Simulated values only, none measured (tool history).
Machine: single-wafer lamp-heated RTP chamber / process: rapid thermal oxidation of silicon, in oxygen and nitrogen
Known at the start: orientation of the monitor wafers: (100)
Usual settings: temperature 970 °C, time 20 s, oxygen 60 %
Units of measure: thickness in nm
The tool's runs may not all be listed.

run	day	temperature	time	oxygen	wafers since the last listed run	wafers since the last pyrometer calibration	hours since the oxygen flow controller was replaced	hours since the gauge calibration	read-back reference wafer on the same gauge, thickness	thickness
1	0	970	24	60	0	4162	5523.5	1613	2.618	2.512
# day 0.979: gauge calibrated
2	2.858	970	24	60	394	4557	5592.1	45.1	2.752	2.623
3	6.704	970	24	60	531	5089	5684.4	137.4	2.729	2.621
4	9.712	970	27	60	415	5504	5756.6	209.6	2.711	2.688
# day 10.867: pyrometer window cleaned and pyrometer calibrated
5	14.038	994	23	60	551	438	5860.4	313.4	2.7	2.887
6	16.829	994	23	60	385	823	5927.4	380.4	2.684	2.901
7	20.621	988	20	80	523	1347	6018.4	471.4	2.669	2.845
8	27.596	970	20	60	963	2311	6185.8	638.8	2.653	2.403
9	31.754	970	20	60	574	2885	6285.6	738.6	2.642	2.396
10	34.575	970	17	60	389	3275	6353.3	806.3	2.639	2.312
11	37.467	970	17	60	399	3675	6422.7	875.7	2.636	2.297
12	40.508	970	20	51	420	4095	6495.7	948.7	2.628	2.314
13	43.538	970	20	51	418	4513	6568.4	1021.4	2.629	2.313
14	46.85	970	20	51	457	4971	6647.9	1100.9	2.628	2.293
# day 47.671: pyrometer window cleaned and pyrometer calibrated
15	49.667	982	14	60	343	275	6715.5	1168.5	2.623	2.291
# day 51.412: oxygen flow controller replaced
16	52.262	994	25	60	312	588	20.4	1230.8	2.625	2.865
17	54.692	985	20	60	335	923	78.7	1289.1	2.618	2.569
18	57.942	959	28	60	449	1372	156.7	1367.1	2.623	2.479
19	59.492	970	24	60	214	1587	193.9	1404.3	2.619	2.494
# day 62.071: gauge calibrated
20	62.338	941	16	40	393	1980	262.2	6.4	2.785	2.042
21	65.542	959	16	42	442	2422	339.1	83.3	2.76	2.155
22	67.254	979	10	41	236	2659	380.2	124.4	2.756	2.069
23	69.729	970	20	60	341	3001	439.6	183.8	2.743	2.474
24	73.225	987	20	60	483	3484	523.5	267.7	2.725	2.657
25	76.854	970	20	60	501	3985	610.6	354.8	2.709	2.438
26	80.188	970	25	79	460	4446	690.6	434.8	2.698	2.771
27	81.983	970	20	31	248	4694	733.7	477.9	2.692	2.167
28	83.671	970	24	60	233	4927	774.2	518.4	2.688	2.558
# day 84.45: pyrometer window cleaned and pyrometer calibrated
29	86.217	970	20	50	305	244	835.3	579.5	2.685	2.342

Below are 5 alternative next runs, each starting from the tool's condition after run 29. Predict each:
A	86.238	970	20	60	2	247	835.8	580	?	?
B	86.238	970	14	60	2	247	835.8	580	?	?
C	86.238	944	23	70	2	247	835.8	580	?	?
D	86.238	970	17	89	2	247	835.8	580	?	?
E	86.238	980	10	76	2	247	835.8	580	?	?

run	read-back reference wafer on the same gauge, thickness	thickness
A	2.673	2.411
B	2.673	2.202
C	2.673	2.297
D	2.673	2.506
E	2.673	2.208
With the hidden condition removed and each run's random variation left untouched, the same runs would have given:
run	thickness
A	2.502
B	2.285
C	2.383
D	2.6
E	2.291

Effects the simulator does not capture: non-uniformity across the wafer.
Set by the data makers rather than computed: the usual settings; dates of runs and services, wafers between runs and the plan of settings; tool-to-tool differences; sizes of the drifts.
